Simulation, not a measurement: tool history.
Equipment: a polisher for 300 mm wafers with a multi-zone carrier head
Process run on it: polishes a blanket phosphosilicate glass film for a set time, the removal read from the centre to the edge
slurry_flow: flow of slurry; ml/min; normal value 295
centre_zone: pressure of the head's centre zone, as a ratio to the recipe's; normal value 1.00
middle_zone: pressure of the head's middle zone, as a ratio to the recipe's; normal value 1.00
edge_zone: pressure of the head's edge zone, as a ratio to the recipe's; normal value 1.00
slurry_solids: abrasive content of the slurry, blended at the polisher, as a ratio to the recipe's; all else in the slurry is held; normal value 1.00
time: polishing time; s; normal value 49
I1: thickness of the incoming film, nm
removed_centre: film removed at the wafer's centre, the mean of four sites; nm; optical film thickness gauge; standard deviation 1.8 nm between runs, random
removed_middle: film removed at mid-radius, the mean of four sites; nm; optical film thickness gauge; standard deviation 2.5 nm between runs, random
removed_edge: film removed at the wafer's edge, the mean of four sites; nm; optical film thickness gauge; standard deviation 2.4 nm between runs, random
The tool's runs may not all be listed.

run 1 hour=0.0 | slurry_flow=295 centre_zone=1.00 middle_zone=1.00 edge_zone=1.00 slurry_solids=1.00 time=49 | I1=3441.8 | removed_centre=260.5 removed_middle=265.3 removed_edge=267.8
run 2 hour=51.0 | slurry_flow=295 centre_zone=1.00 middle_zone=1.00 edge_zone=1.00 slurry_solids=1.00 time=49 | I1=3445.6 | removed_centre=254.7 removed_middle=258.7 removed_edge=263.1
run 3 hour=106.8 | slurry_flow=295 centre_zone=1.08 middle_zone=1.00 edge_zone=1.00 slurry_solids=1.00 time=49 | I1=3486.5 | removed_centre=277.5 removed_middle=255.4 removed_edge=259.8
run 4 hour=213.8 | slurry_flow=220 centre_zone=1.00 middle_zone=0.90 edge_zone=1.03 slurry_solids=1.25 time=49 | I1=3463.1 | removed_centre=276.6 removed_middle=265.6 removed_edge=292.6
run 5 hour=251.6 | slurry_flow=295 centre_zone=1.00 middle_zone=1.00 edge_zone=1.00 slurry_solids=1.00 time=49 | I1=3433.9 | removed_centre=251.7 removed_middle=256.6 removed_edge=258.6
-- hour=273.4 centre zone pressure recalibrated
run 6 hour=300.5 | slurry_flow=295 centre_zone=1.00 middle_zone=1.00 edge_zone=1.00 slurry_solids=1.00 time=49 | I1=3374.0 | removed_centre=253.1 removed_middle=253.3 removed_edge=259.4
-- hour=344.3 slurry nozzle cleaned
-- hour=355.7 worn pad replaced by a new one
run 7 hour=357.4 | slurry_flow=295 centre_zone=1.00 middle_zone=0.94 edge_zone=1.00 slurry_solids=1.00 time=49 | I1=3482.7 | removed_centre=265.9 removed_middle=255.6 removed_edge=272.2
run 8 hour=419.3 | slurry_flow=295 centre_zone=0.88 middle_zone=0.95 edge_zone=0.93 slurry_solids=1.10 time=49 | I1=3384.0 | removed_centre=251.6 removed_middle=277.9 removed_edge=274.4
run 9 hour=479.8 | slurry_flow=295 centre_zone=1.00 middle_zone=1.00 edge_zone=1.00 slurry_solids=0.75 time=57 | I1=3437.2 | removed_centre=232.8 removed_middle=234.3 removed_edge=229.9
run 10 hour=581.4 | slurry_flow=295 centre_zone=1.00 middle_zone=1.00 edge_zone=1.00 slurry_solids=1.00 time=49 | I1=3384.7 | removed_centre=263.2 removed_middle=262.8 removed_edge=269.7
run 11 hour=722.8 | slurry_flow=295 centre_zone=1.00 middle_zone=1.09 edge_zone=1.00 slurry_solids=1.00 time=49 | I1=3401.1 | removed_centre=260.8 removed_middle=279.9 removed_edge=263.9
-- hour=810.3 centre zone pressure recalibrated
-- hour=874.7 worn pad replaced by a new one
-- hour=952.3 edge zone pressure recalibrated
run 12 hour=1040.7 | slurry_flow=295 centre_zone=1.00 middle_zone=1.00 edge_zone=1.00 slurry_solids=1.00 time=49 | I1=3377.2 | removed_centre=257.9 removed_middle=258.6 removed_edge=259.2
run 13 hour=1082.5 | slurry_flow=375 centre_zone=1.00 middle_zone=1.00 edge_zone=0.94 slurry_solids=1.15 time=49 | I1=3471.7 | removed_centre=286.0 removed_middle=288.4 removed_edge=285.7
run 14 hour=1162.4 | slurry_flow=295 centre_zone=1.00 middle_zone=1.00 edge_zone=1.00 slurry_solids=1.00 time=36 | I1=3438.6 | removed_centre=187.2 removed_middle=189.1 removed_edge=189.6
-- hour=1226.4 slurry nozzle cleaned
run 15 hour=1261.4 | slurry_flow=295 centre_zone=1.00 middle_zone=1.05 edge_zone=1.00 slurry_solids=0.80 time=49 | I1=3403.1 | removed_centre=217.0 removed_middle=229.0 removed_edge=216.8
run 16 hour=1314.8 | slurry_flow=295 centre_zone=1.00 middle_zone=1.00 edge_zone=1.00 slurry_solids=1.00 time=49 | I1=3442.7 | removed_centre=267.1 removed_middle=268.3 removed_edge=270.4
run 17 hour=1420.6 | slurry_flow=295 centre_zone=0.96 middle_zone=1.00 edge_zone=1.00 slurry_solids=1.00 time=49 | I1=3378.8 | removed_centre=253.8 removed_middle=266.1 removed_edge=268.3
-- hour=1459.2 centre zone pressure recalibrated
run 18 hour=1478.1 | slurry_flow=295 centre_zone=0.89 middle_zone=1.00 edge_zone=1.00 slurry_solids=1.15 time=36 | I1=3492.5 | removed_centre=194.1 removed_middle=218.8 removed_edge=215.3
-- hour=1538.1 worn pad replaced by a new one
run 19 hour=1562.3 | slurry_flow=295 centre_zone=1.00 middle_zone=1.00 edge_zone=1.00 slurry_solids=1.00 time=36 | I1=3434.4 | removed_centre=195.4 removed_middle=196.9 removed_edge=194.9
-- hour=1581.7 carrier head's membrane replaced by a new one
run 20 hour=1664.6 | slurry_flow=295 centre_zone=1.11 middle_zone=1.00 edge_zone=1.07 slurry_solids=1.00 time=49 | I1=3469.0 | removed_centre=291.7 removed_middle=267.5 removed_edge=275.4

Consider 5 possible next runs. They are alternatives, not a sequence: every one starts from the tool as it was left by run 20. What does each give?
run A hour=1665.0 | slurry_flow=320 centre_zone=1.00 middle_zone=1.00 edge_zone=1.00 slurry_solids=1.00 time=49 | I1=3470.0 | removed_centre=? removed_middle=? removed_edge=?
run B hour=1665.0 | slurry_flow=215 centre_zone=1.00 middle_zone=0.92 edge_zone=1.00 slurry_solids=1.00 time=49 | I1=3470.0 | removed_centre=? removed_middle=? removed_edge=?
run C hour=1665.0 | slurry_flow=245 centre_zone=1.00 middle_zone=1.00 edge_zone=1.00 slurry_solids=1.00 time=49 | I1=3470.0 | removed_centre=? removed_middle=? removed_edge=?
run D hour=1665.0 | slurry_flow=295 centre_zone=1.07 middle_zone=1.00 edge_zone=1.04 slurry_solids=1.00 time=49 | I1=3470.0 | removed_centre=? removed_middle=? removed_edge=?
run E hour=1665.0 | slurry_flow=295 centre_zone=1.06 middle_zone=1.06 edge_zone=0.94 slurry_solids=1.00 time=49 | I1=3470.0 | removed_centre=? removed_middle=? removed_edge=?

run=A removed_centre=262.9 removed_middle=266.6 removed_edge=267.1
run=B removed_centre=251.4 removed_middle=241.1 removed_edge=259.5
run=C removed_centre=255.5 removed_middle=259.8 removed_edge=262.0
run=D removed_centre=279.2 removed_middle=264.5 removed_edge=270.8
run=E removed_centre=276.6 removed_middle=276.3 removed_edge=257.7
Stripped of hidden state, with their random variation kept, the same runs would have yielded:
run=A removed_centre=268.4 removed_middle=271.6 removed_edge=271.0
run=B removed_centre=258.6 removed_middle=247.2 removed_edge=264.5
run=C removed_centre=262.1 removed_middle=265.8 removed_edge=266.6
run=D removed_centre=285.4 removed_middle=269.8 removed_edge=274.9
run=E removed_centre=282.8 removed_middle=281.8 removed_edge=261.7
